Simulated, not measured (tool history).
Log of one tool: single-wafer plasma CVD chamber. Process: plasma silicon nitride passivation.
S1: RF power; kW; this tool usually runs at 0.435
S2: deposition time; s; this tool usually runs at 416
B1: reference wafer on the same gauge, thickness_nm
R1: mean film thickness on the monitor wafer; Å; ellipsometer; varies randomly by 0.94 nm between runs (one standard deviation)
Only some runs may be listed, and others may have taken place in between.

| run | hour | S1 | S2 | B1 | R1 |
|---|---|---|---|---|---|
| 1 | 0 | 0.435 | 416 | 735.301 | 6240.63 |
| 2 | 25.5 | 0.435 | 416 | 735.148 | 6241.66 |
| 3 | 40.8 | 0.435 | 394 | 734.989 | 5905.92 |
| 4 | 60.7 | 0.435 | 394 | 735.019 | 5916.25 |
| 5 | 78 | 0.435 | 394 | 735.234 | 5902.85 |
| 6 | 111.8 | 0.435 | 469 | 734.801 | 7046.95 |
| 7 | 138 | 0.435 | 469 | 734.922 | 7033.84 |
| 8 | 170.3 | 0.435 | 392 | 734.766 | 5873.33 |
| 9 | 184.5 | 0.435 | 392 | 734.979 | 5880.56 |
|  | 187.5 | gauge calibrated |
| 10 | 218.2 | 0.435 | 393 | 735.129 | 5884.76 |
|  | 227.3 | RF generator calibrated |
| 11 | 250.4 | 0.5 | 416 | 735.184 | 6467.22 |
| 12 | 273 | 0.435 | 416 | 734.681 | 6246.14 |
| 13 | 289.9 | 0.355 | 478 | 735.241 | 6844.17 |
| 14 | 324.3 | 0.49 | 390 | 734.87 | 6012.03 |
|  | 343.7 | showerhead replaced |
| 15 | 347.8 | 0.515 | 440 | 734.685 | 6859.29 |
| 16 | 370.6 | 0.38 | 453 | 734.754 | 6588.16 |
| 17 | 384.6 | 0.48 | 416 | 735.036 | 6395.06 |
|  | 391.4 | gauge calibrated |
| 18 | 410 | 0.435 | 416 | 734.89 | 6240.84 |
| 19 | 433.2 | 0.36 | 383 | 734.884 | 5484.47 |
| 20 | 457.8 | 0.5 | 454 | 735.005 | 7034.26 |

Hidden state, per run?
delivered RF power above the setpoint (%): 0 on each run
gauge reads high (%): 0 on each run

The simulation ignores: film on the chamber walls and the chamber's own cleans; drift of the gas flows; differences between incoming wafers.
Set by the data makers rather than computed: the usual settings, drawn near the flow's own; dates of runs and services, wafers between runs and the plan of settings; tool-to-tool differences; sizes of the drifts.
